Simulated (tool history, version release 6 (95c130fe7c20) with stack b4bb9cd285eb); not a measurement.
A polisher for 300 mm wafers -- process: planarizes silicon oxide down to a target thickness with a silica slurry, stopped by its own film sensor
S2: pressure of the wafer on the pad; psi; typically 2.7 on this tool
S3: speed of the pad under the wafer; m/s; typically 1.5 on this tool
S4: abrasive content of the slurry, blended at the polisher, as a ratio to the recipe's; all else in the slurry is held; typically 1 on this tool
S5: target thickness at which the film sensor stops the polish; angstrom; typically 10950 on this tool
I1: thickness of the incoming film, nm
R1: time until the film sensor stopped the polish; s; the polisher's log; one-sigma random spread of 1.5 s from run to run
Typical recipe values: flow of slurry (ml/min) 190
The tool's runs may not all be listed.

{"run": 1, "day": 0.0, "flow of slurry (ml/min)": 190, "S2": 2.7, "S3": 1.5, "S4": 1, "S5": 10950, "I1": 1390.4, "R1": 114.6}
{"run": 2, "day": 0.754, "flow of slurry (ml/min)": 210, "S2": 2.7, "S3": 1.5, "S4": 1, "S5": 10950, "I1": 1401.2, "R1": 119}
{"run": 3, "day": 1.275, "flow of slurry (ml/min)": 190, "S2": 2.7, "S3": 1.5, "S4": 0.8, "S5": 10950, "I1": 1413.3, "R1": 132.6}
{"run": 4, "day": 2.262, "flow of slurry (ml/min)": 190, "S2": 2.7, "S3": 1.5, "S4": 0.8, "S5": 10950, "I1": 1386.5, "R1": 120.4}
{"run": 5, "day": 2.838, "flow of slurry (ml/min)": 160, "S2": 2.7, "S3": 1.5, "S4": 1, "S5": 10950, "I1": 1387.5, "R1": 121.8}
{"run": 6, "day": 3.575, "flow of slurry (ml/min)": 160, "S2": 2.7, "S3": 1.5, "S4": 1, "S5": 10950, "I1": 1384, "R1": 119.3}
{"run": 7, "day": 4.392, "flow of slurry (ml/min)": 160, "S2": 2.7, "S3": 1.5, "S4": 1, "S5": 10950, "I1": 1415.2, "R1": 130.7}
{"run": 8, "day": 5.162, "flow of slurry (ml/min)": 190, "S2": 2.7, "S3": 1.5, "S4": 1, "S5": 10950, "I1": 1388.3, "R1": 117.8}
{"run": 9, "day": 6.108, "flow of slurry (ml/min)": 190, "S2": 2.7, "S3": 1.84, "S4": 0.75, "S5": 10400, "I1": 1376.7, "R1": 124.5}
{"run": 10, "day": 7.254, "flow of slurry (ml/min)": 240, "S2": 3.1, "S3": 1.5, "S4": 1, "S5": 10950, "I1": 1392.9, "R1": 100.8}
{"day": 8.358, "done": "slurry blender recalibrated"}
{"day": 8.421, "done": "worn pad replaced by a new one"}
{"run": 11, "day": 8.617, "flow of slurry (ml/min)": 160, "S2": 2.7, "S3": 1.5, "S4": 1, "S5": 10950, "I1": 1397.8, "R1": 127.3}
{"day": 8.883, "done": "slurry nozzle cleaned"}
{"run": 12, "day": 9.258, "flow of slurry (ml/min)": 190, "S2": 2.7, "S3": 1.5, "S4": 1, "S5": 10950, "I1": 1402, "R1": 123.1}
{"run": 13, "day": 10.129, "flow of slurry (ml/min)": 190, "S2": 2.3, "S3": 1.5, "S4": 1, "S5": 10950, "I1": 1409.6, "R1": 148.3}
{"run": 14, "day": 11.108, "flow of slurry (ml/min)": 190, "S2": 2.3, "S3": 1.34, "S4": 1, "S5": 10950, "I1": 1396.7, "R1": 151.1}
{"run": 15, "day": 12.404, "flow of slurry (ml/min)": 245, "S2": 3.2, "S3": 1.3, "S4": 1, "S5": 10110, "I1": 1397.7, "R1": 152.1}
{"run": 16, "day": 13.792, "flow of slurry (ml/min)": 190, "S2": 2.7, "S3": 1.5, "S4": 1, "S5": 10950, "I1": 1406.2, "R1": 130.2}
{"day": 16.483, "done": "head pressure recalibrated"}
{"day": 17.288, "done": "worn pad replaced by a new one"}
{"run": 17, "day": 17.442, "flow of slurry (ml/min)": 230, "S2": 3.3, "S3": 1.3, "S4": 1.1, "S5": 10950, "I1": 1378.4, "R1": 107.6}
{"day": 18.196, "done": "conditioning disc replaced and pad reconditioned"}
{"run": 18, "day": 18.25, "flow of slurry (ml/min)": 150, "S2": 2.7, "S3": 1.5, "S4": 1, "S5": 11370, "I1": 1382.2, "R1": 102.3}
{"run": 19, "day": 19.621, "flow of slurry (ml/min)": 140, "S2": 1.9, "S3": 1.5, "S4": 1, "S5": 11560, "I1": 1412.6, "R1": 148.3}
{"run": 20, "day": 20.917, "flow of slurry (ml/min)": 230, "S2": 3.3, "S3": 1.3, "S4": 1.1, "S5": 10950, "I1": 1423.4, "R1": 113.1}
{"run": 21, "day": 22.338, "flow of slurry (ml/min)": 190, "S2": 2.4, "S3": 1.32, "S4": 0.85, "S5": 9900, "I1": 1427.8, "R1": 225}
{"day": 23.383, "done": "slurry blender recalibrated"}
{"run": 22, "day": 23.646, "flow of slurry (ml/min)": 190, "S2": 2.7, "S3": 1.5, "S4": 1, "S5": 10950, "I1": 1426.8, "R1": 132.4}
{"run": 23, "day": 24.342, "flow of slurry (ml/min)": 225, "S2": 2.4, "S3": 1.06, "S4": 1, "S5": 11680, "I1": 1398.9, "R1": 131.4}
{"day": 25.092, "done": "worn pad replaced by a new one"}
{"run": 24, "day": 25.767, "flow of slurry (ml/min)": 220, "S2": 3.4, "S3": 1.5, "S4": 1, "S5": 10560, "I1": 1390.4, "R1": 107.9}
{"run": 25, "day": 26.858, "flow of slurry (ml/min)": 190, "S2": 2.7, "S3": 1.76, "S4": 1.2, "S5": 11730, "I1": 1430.1, "R1": 87.6}
{"run": 26, "day": 28.275, "flow of slurry (ml/min)": 230, "S2": 3.5, "S3": 1.5, "S4": 1.1, "S5": 11520, "I1": 1407, "R1": 77.7}

Same runs, no hidden state in the tool, same run-to-run variation:
Hidden state at play: removal rate lost through wear of the pad, %; slurry flow missing at the pad, %; deviation of the head's pressure from its setpoint, %; abrasive missing from the slurry, %; time polished since the conditioner stopped cutting, s.
run=1 R1=114.1
run=2 R1=118.4
run=3 R1=131.8
run=4 R1=119.5
run=5 R1=120.7
run=6 R1=118
run=7 R1=129
run=8 R1=116
run=9 R1=121.5
run=10 R1=97.9
run=11 R1=123.1
run=12 R1=118.6
run=13 R1=142.7
run=14 R1=145.2
run=15 R1=143
run=16 R1=121.1
run=17 R1=96.2
run=18 R1=100.7
run=19 R1=146.4
run=20 R1=111
run=21 R1=221.1
run=22 R1=129
run=23 R1=128.9
run=24 R1=103.4
run=25 R1=83.6
run=26 R1=73.1
